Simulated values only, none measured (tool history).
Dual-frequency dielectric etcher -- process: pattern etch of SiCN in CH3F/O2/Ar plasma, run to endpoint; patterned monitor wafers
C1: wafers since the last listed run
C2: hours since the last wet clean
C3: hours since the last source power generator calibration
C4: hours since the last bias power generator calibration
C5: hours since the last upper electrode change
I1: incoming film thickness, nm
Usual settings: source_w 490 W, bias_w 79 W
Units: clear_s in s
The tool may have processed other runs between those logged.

run 1 hour=0.0 | source_w=490 bias_w=73 | C1=0 C2=211.9 C3=2131.2 C4=1814.5 C5=4223.8 | I1=5.66 | clear_s=15.0
run 2 hour=74.1 | source_w=490 bias_w=73 | C1=1450 C2=286.0 C3=2205.3 C4=1888.6 C5=4297.9 | I1=5.58 | clear_s=15.1
run 3 hour=165.7 | source_w=490 bias_w=79 | C1=1792 C2=377.6 C3=2296.9 C4=1980.2 C5=4389.5 | I1=5.56 | clear_s=14.5
run 4 hour=213.8 | source_w=570 bias_w=79 | C1=941 C2=425.7 C3=2345.0 C4=2028.3 C5=4437.6 | I1=5.58 | clear_s=14.0
run 5 hour=260.7 | source_w=570 bias_w=79 | C1=917 C2=472.6 C3=2391.9 C4=2075.2 C5=4484.5 | I1=5.59 | clear_s=14.1
run 6 hour=303.6 | source_w=570 bias_w=79 | C1=839 C2=515.5 C3=2434.8 C4=2118.1 C5=4527.4 | I1=5.58 | clear_s=14.1
run 7 hour=395.1 | source_w=490 bias_w=79 | C1=1790 C2=607.0 C3=2526.3 C4=2209.6 C5=4618.9 | I1=5.59 | clear_s=15.0
-- hour=443.5 wet clean of the chamber
run 8 hour=456.4 | source_w=490 bias_w=79 | C1=729 C2=12.9 C3=2587.6 C4=2270.9 C5=4680.2 | I1=5.54 | clear_s=14.0
run 9 hour=559.4 | source_w=490 bias_w=79 | C1=2015 C2=115.9 C3=2690.6 C4=2373.9 C5=4783.2 | I1=5.62 | clear_s=14.4
run 10 hour=613.2 | source_w=490 bias_w=79 | C1=1052 C2=169.7 C3=2744.4 C4=2427.7 C5=4837.0 | I1=5.61 | clear_s=14.3
run 11 hour=680.5 | source_w=490 bias_w=79 | C1=1317 C2=237.0 C3=2811.7 C4=2495.0 C5=4904.3 | I1=5.66 | clear_s=14.6
run 12 hour=755.9 | source_w=440 bias_w=94 | C1=1475 C2=312.4 C3=2887.1 C4=2570.4 C5=4979.7 | I1=5.58 | clear_s=14.1
run 13 hour=851.2 | source_w=490 bias_w=79 | C1=1864 C2=407.7 C3=2982.4 C4=2665.7 C5=5075.0 | I1=5.52 | clear_s=14.5
-- hour=911.0 upper electrode replaced
run 14 hour=911.5 | source_w=570 bias_w=79 | C1=710 C2=468.0 C3=3042.7 C4=2726.0 C5=0.5 | I1=5.51 | clear_s=13.7
-- hour=933.2 source power generator calibrated
run 15 hour=974.8 | source_w=410 bias_w=98 | C1=1160 C2=531.3 C3=41.6 C4=2789.3 C5=63.8 | I1=5.57 | clear_s=14.4

Run 16 comes next. What will it give?
-- hour=999.4 wet clean of the chamber
-- hour=1049.1 bias power generator calibrated
run 16 hour=1079.6 | source_w=370 bias_w=67 | C1=1502 C2=80.2 C3=146.4 C4=30.5 C5=168.6 | I1=5.63 | clear_s=?

{"run 16": {"clear_s": 16.5}}
Take away the tool's hidden state, keep the run-to-run variation as it was, and the same run would have given clear_s 16.4 s.
